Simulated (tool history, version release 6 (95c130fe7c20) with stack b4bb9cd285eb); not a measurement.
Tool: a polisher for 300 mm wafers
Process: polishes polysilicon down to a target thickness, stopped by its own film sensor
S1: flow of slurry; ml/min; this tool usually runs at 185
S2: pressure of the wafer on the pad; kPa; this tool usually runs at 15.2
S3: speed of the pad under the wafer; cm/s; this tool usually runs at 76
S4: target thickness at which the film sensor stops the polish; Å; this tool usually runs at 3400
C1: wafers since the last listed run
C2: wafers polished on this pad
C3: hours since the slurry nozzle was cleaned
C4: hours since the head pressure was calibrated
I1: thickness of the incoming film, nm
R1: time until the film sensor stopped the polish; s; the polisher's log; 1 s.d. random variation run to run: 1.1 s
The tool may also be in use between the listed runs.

run	day	S1	S2	S3	S4	C1	C2	C3	C4	I1	R1
1	0	185	15.2	76	3400	0	214	430.9	109.8	716.5	88.4
2	1.029	185	11	76	3400	220	434	455.6	134.5	718.3	112.8
3	2.158	185	11	76	3400	241	676	482.7	161.6	726.5	112.6
4	2.817	185	15.2	76	3400	140	817	498.5	177.4	708.1	85.5
# day 3.104: worn pad replaced by a new one
5	4.208	135	15.2	76	3400	262	236	531.9	210.8	717.8	92.7
6	5.008	135	15.2	76	3400	171	407	551.1	230	721.7	95.6
7	5.746	135	15.2	76	3400	157	565	568.8	247.7	717.4	94.9
# day 6.742: worn pad replaced by a new one
8	7.121	150	15.2	86	3400	258	80	601.8	280.7	727.9	81.6
9	8.317	150	15.2	86	3400	256	336	630.5	309.4	718.6	83
# day 8.708: slurry nozzle cleaned
10	8.996	150	15.2	86	3400	136	473	6.9	325.7	713.2	80.9
11	10.088	210	15.2	76	2770	233	707	33.1	351.9	725.6	102.9
12	10.804	230	15.2	88	2870	153	860	50.3	369.1	720.3	83.7
# day 11.254: worn pad replaced by a new one
13	11.367	245	18.6	54	3900	84	24	63.8	382.6	721.4	91
14	13.992	205	13.8	76	4620	562	586	126.8	445.6	735.8	67.2
# day 14.85: head pressure recalibrated
15	14.95	185	20	76	3400	187	773	149.8	2.4	720.5	73
# day 15.404: worn pad replaced by a new one
16	15.996	185	15.2	76	3400	188	126	174.9	27.5	722.1	90.9
17	17.062	155	20	54	3400	228	355	200.5	53.1	728.6	106.5
18	17.833	185	15.2	76	3400	165	520	219	71.6	717.2	88.8
# day 19.342: worn pad replaced by a new one
19	19.362	245	16.5	86	4360	291	4	255.7	108.3	728.5	56.1
20	20.3	155	20	54	3400	200	205	278.2	130.8	729.7	107.3
21	21.242	245	15.2	58	2520	201	406	300.8	153.4	720.1	134.7

Predict each of these 5 candidate next runs independently; none follows another, all start after run 21:
A	21.258	185	15.2	76	3400	3	410	301.2	153.8	715	?
B	21.258	185	15.2	98	2480	3	410	301.2	153.8	715	?
C	21.258	185	15.2	96	3400	3	410	301.2	153.8	715	?
D	21.258	135	11	88	2480	3	410	301.2	153.8	715	?
E	21.258	185	11.7	76	4360	3	410	301.2	153.8	715	?

run	R1
A	86.2
B	83.2
C	68.2
D	122
E	76.5
Had the tool no hidden state, the same runs would have come out as:
run	R1
A	86.2
B	83.2
C	68.2
D	122
E	76.5

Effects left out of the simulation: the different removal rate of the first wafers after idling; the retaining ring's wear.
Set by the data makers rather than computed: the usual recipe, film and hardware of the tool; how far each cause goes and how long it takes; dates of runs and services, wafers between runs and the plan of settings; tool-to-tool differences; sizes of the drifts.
